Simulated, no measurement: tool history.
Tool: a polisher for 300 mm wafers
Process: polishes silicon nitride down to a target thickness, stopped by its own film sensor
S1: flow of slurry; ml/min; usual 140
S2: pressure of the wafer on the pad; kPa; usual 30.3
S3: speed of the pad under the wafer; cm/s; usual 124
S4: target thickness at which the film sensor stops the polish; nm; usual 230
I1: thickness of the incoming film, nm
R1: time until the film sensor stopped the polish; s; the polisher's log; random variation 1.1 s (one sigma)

run	day	S1	S2	S3	S4	I1	R1
1	0	160	30.3	98	230	474.7	111.1
2	0.329	140	30.3	104	230	474.3	110.6
3	1.017	140	30.3	104	230	486.2	121.2
4	1.346	140	30.3	104	230	481.7	116.3
5	1.783	175	30.3	124	230	470.4	95.7
6	2.108	175	30.3	124	230	478.4	102.3
7	2.533	175	30.3	124	230	485	108.3
8	3.038	90	23.4	124	230	487.2	178.5
# day 3.608: worn pad replaced by a new one
9	3.762	175	30.3	124	230	481.9	109.4
10	4.458	140	21.4	124	230	482.5	171.4
# day 5.192: slurry nozzle cleaned
# day 5.354: head pressure recalibrated
11	6.208	165	40	124	265	476.7	58
12	6.542	95	30.3	124	166	470.6	122.8
13	7.029	140	30.3	124	230	485.3	91.3
14	7.35	185	30.3	124	300	482.9	62.6

5 ways to go on from here, each from the tool as it stands after run 14. What would each give?
A	7.367	170	30.3	124	230	478.7	?
B	7.367	165	35.9	124	230	478.7	?
C	7.367	140	25.5	158	293	478.7	?
D	7.367	140	30.3	124	187	478.7	?
E	7.367	105	34.5	136	230	478.7	?

run	R1
A	87.1
B	75.1
C	69.4
D	106.2
E	82.7
Without the tool's hidden state the same runs would have given:
run	R1
A	86.9
B	74.9
C	69
D	105.6
E	81.6
